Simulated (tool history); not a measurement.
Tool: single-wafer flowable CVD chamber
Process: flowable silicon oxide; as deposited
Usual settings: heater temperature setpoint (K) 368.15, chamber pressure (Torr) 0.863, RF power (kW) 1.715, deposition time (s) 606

run     day  heater temperature setpoint (K)  chamber pressure (Torr)  RF power (kW)  deposition time (s)  read-back reference wafer on the same gauge, thickness_nm  mean film thickness on the monitor wafer (angstrom)
  1   0.000                           368.15                    0.863          1.715                  681                                                    525.206                                              5020.03
  2   3.975                           368.15                    0.863          1.715                  681                                                    524.608                                              4985.28
  3   5.742                           368.15                    0.863          1.715                  606                                                    524.954                                              4439.25
  4   8.117                           368.15                    0.863          1.715                  606                                                    525.116                                              4459.85
  5  10.200                           368.15                    0.957          1.715                  606                                                    525.113                                              4758.63
  6  12.650                           368.15                    0.863          1.715                  606                                                    525.364                                              4411.61
  7  16.158                           382.15                    1.048          1.715                  606                                                    525.102                                              3033.58
  8  20.346                           372.15                    0.863          2.010                  648                                                    524.888                                              4294.79
  9  24.258                           359.15                    0.863          1.715                  606                                                    524.875                                              6083.93
     25.908  -- capacitance manometer re-zeroed and calibrated
 10  29.304                           368.15                    0.863          1.825                  606                                                    524.882                                              4506.78
 11  32.012                           368.15                    0.863          1.715                  606                                                    525.121                                              4427.63
 12  36.483                           368.15                    0.863          1.495                  606                                                    524.936                                              4063.42
 13  39.400                           355.15                    0.685          2.005                  693                                                    525.165                                              7179.33
 14  41.779                           376.15                    1.028          1.715                  606                                                    524.831                                              3692.54
 15  43.896                           381.15                    0.863          1.715                  606                                                    524.954                                              2675.39
 16  45.450                           368.15                    0.863          1.715                  681                                                    525.393                                              4911.35
 17  49.833                           368.15                    0.785          1.880                  606                                                    525.226                                              4275.95
 18  51.817                           363.15                    0.863          1.715                  606                                                    525.047                                              5289.78
     53.288  -- RF generator calibrated
 19  54.350                           359.15                    0.781          2.025                  606                                                    524.890                                              6130.03
 20  58.904                           368.15                    0.863          1.715                  606                                                    525.426                                              4550.79
 21  60.725                           368.15                    0.863          1.715                  606                                                    524.765                                              4502.67
 22  64.288                           368.15                    0.863          1.715                  509                                                    525.481                                              3781.61
     70.858  -- thermocouple changed; heater temperature recalibrated
 23  71.592                           357.15                    0.863          1.715                  531                                                    524.625                                              5839.50
 24  75.967                           368.15                    0.863          1.420                  606                                                    524.956                                              4054.54
 25  80.108                           362.15                    0.863          1.715                  606                                                    524.785                                              5546.98
 26  82.383                           368.15                    0.863          1.715                  606                                                    525.139                                              4484.60
 27  84.904                           360.15                    0.984          2.035                  713                                                    524.769                                              8233.76
     86.329  -- gauge calibrated
 28  87.425                           368.15                    0.863          1.715                  606                                                    524.964                                              4462.32

The tool's hidden state at each run:
wafer temperature above the value expected at the setpoint (K): 0 in every run
true pressure above the setpoint (%): 0 in every run
gauge reads high (%): 0 in every run
H1: delivered RF power above the setpoint (%)
run      H1
  1   -6.12
  2   -6.51
  3   -6.67
  4   -6.88
  5   -7.04
  6   -7.22
  7   -7.46
  8   -7.71
  9   -7.91
 10   -8.14
 11   -8.25
 12   -8.41
 13   -8.51
 14   -8.58
 15   -8.64
 16   -8.68
 17   -8.78
 18   -8.82
 19  -0.418
 20    -1.5
 21   -1.89
 22   -2.59
 23   -3.81
 24   -4.42
 25   -4.92
 26   -5.17
 27   -5.43
 28   -5.66
